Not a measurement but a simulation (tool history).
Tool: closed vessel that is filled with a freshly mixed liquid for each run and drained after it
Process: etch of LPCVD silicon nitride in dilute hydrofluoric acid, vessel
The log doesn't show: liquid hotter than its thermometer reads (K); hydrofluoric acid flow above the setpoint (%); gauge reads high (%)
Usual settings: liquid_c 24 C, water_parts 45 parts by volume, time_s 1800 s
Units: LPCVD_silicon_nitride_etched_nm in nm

| run | hour | liquid_c | water_parts | time_s | wafers since the last listed run | hours since the thermometer was replaced | hours since the hydrofluoric acid flow meter was replaced | hours since the gauge calibration | read-back film thickness of the LPCVD silicon nitride reference wafer, read on the same gauge (nm) | LPCVD_silicon_nitride_etched_nm |
|---|---|---|---|---|---|---|---|---|---|---|
| 1 | 0 | 24 | 45 | 1800 | 0 | 2695.7 | 401.1 | 226.1 | 119.98 | 17.07 |
| 2 | 10.4 | 24 | 45 | 1800 | 278 | 2706.1 | 411.5 | 236.5 | 119.99 | 17.07 |
| 3 | 22.1 | 24 | 40 | 1800 | 313 | 2717.8 | 423.2 | 248.2 | 120.03 | 19.24 |
| 4 | 31.2 | 24 | 40 | 1800 | 243 | 2726.9 | 432.3 | 257.3 | 119.99 | 19.34 |
| 5 | 40.7 | 24 | 55 | 1800 | 254 | 2736.4 | 441.8 | 266.8 | 119.98 | 14.1 |
| 6 | 57.2 | 24 | 55 | 1800 | 442 | 2752.9 | 458.3 | 283.3 | 120 | 14.31 |
| 7 | 72.8 | 24 | 45 | 1800 | 418 | 2768.5 | 473.9 | 298.9 | 120 | 17.38 |
|  | 77.3 | gauge calibrated |
| 8 | 80.6 | 24 | 45 | 1800 | 209 | 2776.3 | 481.7 | 3.3 | 120.01 | 17.4 |
| 9 | 90.8 | 24 | 45 | 1800 | 273 | 2786.5 | 491.9 | 13.5 | 120 | 17.4 |
|  | 99.4 | hydrofluoric acid flow meter replaced |
| 10 | 104.5 | 24 | 45 | 1800 | 340 | 2800.2 | 5.1 | 27.2 | 120.03 | 18.32 |
|  | 109.6 | thermometer replaced |
| 11 | 121.4 | 24 | 45 | 1800 | 426 | 11.8 | 22 | 44.1 | 120 | 18.48 |
| 12 | 133 | 21 | 35 | 1800 | 310 | 23.4 | 33.6 | 55.7 | 120.02 | 19.2 |
|  | 145.8 | hydrofluoric acid flow meter replaced, repeated, since the last time left the tool worse |
| 13 | 148.9 | 24 | 45 | 1800 | 399 | 39.3 | 3.1 | 71.6 | 119.98 | 15.98 |
| 14 | 160.2 | 26.5 | 55 | 2635 | 302 | 50.6 | 14.4 | 82.9 | 120 | 23 |
| 15 | 170 | 21 | 40 | 2315 | 262 | 60.4 | 24.2 | 92.7 | 120.01 | 18.93 |
| 16 | 178.2 | 24 | 45 | 1800 | 219 | 68.6 | 32.4 | 100.9 | 120 | 16.3 |
| 17 | 195.2 | 22 | 30 | 1800 | 455 | 85.6 | 49.4 | 117.9 | 120.02 | 21.17 |
| 18 | 211.3 | 24 | 45 | 1800 | 431 | 101.7 | 65.5 | 134 | 119.99 | 16.43 |
| 19 | 220 | 24 | 45 | 1800 | 233 | 110.4 | 74.2 | 142.7 | 120 | 16.1 |
| 20 | 234.9 | 22.5 | 35 | 1800 | 399 | 125.3 | 89.1 | 157.6 | 119.98 | 18.78 |
| 21 | 244.1 | 24 | 35 | 1800 | 246 | 134.5 | 98.3 | 166.8 | 120.02 | 20.95 |
| 22 | 257 | 28.5 | 45 | 1295 | 345 | 147.4 | 111.2 | 179.7 | 120 | 15.84 |

4 ways to go on from here, each from the tool as it stands after run 22. What would each give?
| A | 258.1 | 27 | 45 | 1800 | 29 | 148.5 | 112.3 | 180.8 | ? | ? |
| B | 258.1 | 24 | 45 | 1375 | 29 | 148.5 | 112.3 | 180.8 | ? | ? |
| C | 258.1 | 26 | 45 | 1800 | 29 | 148.5 | 112.3 | 180.8 | ? | ? |
| D | 258.1 | 22 | 45 | 1800 | 29 | 148.5 | 112.3 | 180.8 | ? | ? |

| run | read-back film thickness of the LPCVD silicon nitride reference wafer, read on the same gauge (nm) | LPCVD_silicon_nitride_etched_nm |
|---|---|---|
| A | 120.02 | 19.89 |
| B | 120.02 | 12.43 |
| C | 120.02 | 18.61 |
| D | 120.02 | 14.2 |
Without the tool's hidden state the same runs would have given:
| run | LPCVD_silicon_nitride_etched_nm |
|---|---|
| A | 19.57 |
| B | 12.23 |
| C | 18.31 |
| D | 13.97 |
